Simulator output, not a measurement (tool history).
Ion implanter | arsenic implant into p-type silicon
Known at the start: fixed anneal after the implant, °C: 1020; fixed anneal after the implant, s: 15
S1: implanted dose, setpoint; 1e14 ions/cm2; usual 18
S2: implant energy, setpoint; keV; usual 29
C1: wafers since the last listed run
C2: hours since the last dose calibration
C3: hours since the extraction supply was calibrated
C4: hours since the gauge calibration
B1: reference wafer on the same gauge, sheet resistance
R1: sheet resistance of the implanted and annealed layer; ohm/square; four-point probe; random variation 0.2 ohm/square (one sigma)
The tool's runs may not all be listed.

run 1 day=0 | S1=18 S2=29 | C1=0 C2=295.3 C3=2899.9 C4=1363.7 | B1=91.7 | R1=95.9
run 2 day=2.975 | S1=20.41 S2=34.5 | C1=1654 C2=366.7 C3=2971.3 C4=1435.1 | B1=91.7 | R1=86.99
run 3 day=6.362 | S1=18 S2=29 | C1=1883 C2=448 C3=3052.6 C4=1516.4 | B1=91.71 | R1=96.01
run 4 day=8.596 | S1=14.56 S2=29 | C1=1241 C2=501.6 C3=3106.2 C4=1570 | B1=91.69 | R1=103.53
run 5 day=10.367 | S1=18 S2=29 | C1=984 C2=544.1 C3=3148.7 C4=1612.5 | B1=91.72 | R1=96.16
run 6 day=13.838 | S1=18 S2=29 | C1=1930 C2=627.4 C3=3232 C4=1695.8 | B1=91.67 | R1=96.29
run 7 day=16.888 | S1=18 S2=29 | C1=1696 C2=700.6 C3=3305.2 C4=1769 | B1=91.67 | R1=96.26
run 8 day=18.429 | S1=16.64 S2=29 | C1=857 C2=737.6 C3=3342.2 C4=1806 | B1=91.71 | R1=99.13
run 9 day=22.921 | S1=16.64 S2=29 | C1=2497 C2=845.4 C3=3450 C4=1913.8 | B1=91.71 | R1=99.14
run 10 day=31.254 | S1=16.64 S2=29 | C1=4634 C2=1045.4 C3=3650 C4=2113.8 | B1=91.72 | R1=98.99
run 11 day=34.667 | S1=18 S2=29 | C1=1897 C2=1127.3 C3=3731.9 C4=2195.7 | B1=91.73 | R1=96.23
-- day=37.292 gauge calibrated
run 12 day=39.125 | S1=18 S2=29 | C1=2479 C2=1234.3 C3=3838.9 C4=44 | B1=91.7 | R1=96.59
run 13 day=43.142 | S1=18 S2=29 | C1=2233 C2=1330.7 C3=3935.3 C4=140.4 | B1=91.66 | R1=97.01
run 14 day=46.771 | S1=18 S2=29 | C1=2018 C2=1417.8 C3=4022.4 C4=227.5 | B1=91.66 | R1=97.18
run 15 day=48.596 | S1=18 S2=29 | C1=1014 C2=1461.6 C3=4066.2 C4=271.3 | B1=91.74 | R1=96.75
run 16 day=51.504 | S1=18 S2=29 | C1=1617 C2=1531.4 C3=4136 C4=341.1 | B1=91.71 | R1=96.62
run 17 day=53.25 | S1=18 S2=21 | C1=970 C2=1573.3 C3=4177.9 C4=383 | B1=91.73 | R1=107.75
run 18 day=56.3 | S1=18 S2=29 | C1=1696 C2=1646.5 C3=4251.1 C4=456.2 | B1=91.69 | R1=97.28
run 19 day=60.204 | S1=22.82 S2=29 | C1=2171 C2=1740.2 C3=4344.8 C4=549.9 | B1=91.71 | R1=90.83
run 20 day=68.033 | S1=15.11 S2=29 | C1=4353 C2=1928.1 C3=4532.7 C4=737.8 | B1=91.71 | R1=103.4
run 21 day=80.533 | S1=18 S2=29 | C1=6951 C2=2228.1 C3=4832.7 C4=1037.8 | B1=91.71 | R1=97.52
run 22 day=84.388 | S1=13.48 S2=21 | C1=2143 C2=2320.6 C3=4925.2 C4=1130.3 | B1=91.7 | R1=119.76
run 23 day=86.892 | S1=18 S2=29 | C1=1392 C2=2380.7 C3=4985.3 C4=1190.4 | B1=91.71 | R1=98.13
-- day=88.288 extraction supply calibrated
run 24 day=88.588 | S1=15.66 S2=36 | C1=757 C2=2421.4 C3=7.2 C4=1231.1 | B1=91.71 | R1=96.52
-- day=89.492 Faraday cup replaced and dose calibrated
run 25 day=91.654 | S1=18 S2=35.5 | C1=1519 C2=51.9 C3=80.8 C4=1304.7 | B1=91.7 | R1=89.9
run 26 day=94.317 | S1=15.46 S2=29 | C1=1480 C2=115.8 C3=144.7 C4=1368.6 | B1=91.72 | R1=101.06
run 27 day=98.362 | S1=18 S2=29 | C1=2249 C2=212.9 C3=241.8 C4=1465.7 | B1=91.7 | R1=96.24
run 28 day=100.883 | S1=18 S2=33.5 | C1=1401 C2=273.4 C3=302.3 C4=1526.2 | B1=91.71 | R1=91.41
run 29 day=102.829 | S1=18 S2=29 | C1=1082 C2=320.1 C3=349 C4=1572.9 | B1=91.69 | R1=96.23
run 30 day=105.171 | S1=18 S2=29 | C1=1302 C2=376.3 C3=405.2 C4=1629.1 | B1=91.69 | R1=95.87
run 31 day=107.933 | S1=13.39 S2=39 | C1=1536 C2=442.6 C3=471.5 C4=1695.4 | B1=91.7 | R1=99.01
run 32 day=111.025 | S1=21.74 S2=34.5 | C1=1719 C2=516.8 C3=545.7 C4=1769.6 | B1=91.72 | R1=85.37
run 33 day=113.346 | S1=18 S2=29 | C1=1290 C2=572.5 C3=601.4 C4=1825.3 | B1=91.69 | R1=96.41
run 34 day=115.304 | S1=15.88 S2=23.5 | C1=1089 C2=619.5 C3=648.4 C4=1872.3 | B1=91.69 | R1=107.4
run 35 day=119.583 | S1=19.87 S2=37.5 | C1=2379 C2=722.2 C3=751.1 C4=1975 | B1=91.73 | R1=85.2
run 36 day=123.988 | S1=22.46 S2=29 | C1=2449 C2=827.9 C3=856.8 C4=2080.7 | B1=91.68 | R1=91.17

The same runs without the tool's hidden state, with the same run-to-run variation:
The hidden state here: deviation of the true dose from the Faraday cup's reading, %; deviation of the true energy from its setpoint, %; gauge reads high (%).
run=1 R1=96.02
run=2 R1=87.08
run=3 R1=96.1
run=4 R1=103.64
run=5 R1=96.22
run=6 R1=96.32
run=7 R1=96.26
run=8 R1=99.12
run=9 R1=99.07
run=10 R1=98.79
run=11 R1=96
run=12 R1=96.29
run=13 R1=96.63
run=14 R1=96.73
run=15 R1=96.26
run=16 R1=96.07
run=17 R1=107.22
run=18 R1=96.61
run=19 R1=90.31
run=20 R1=102.08
run=21 R1=96.14
run=22 R1=117.39
run=23 R1=96.51
run=24 R1=94.24
run=25 R1=90.08
run=26 R1=101.26
run=27 R1=96.39
run=28 R1=91.56
run=29 R1=96.36
run=30 R1=95.99
run=31 R1=99.19
run=32 R1=85.44
run=33 R1=96.48
run=34 R1=107.46
run=35 R1=85.21
run=36 R1=91.15
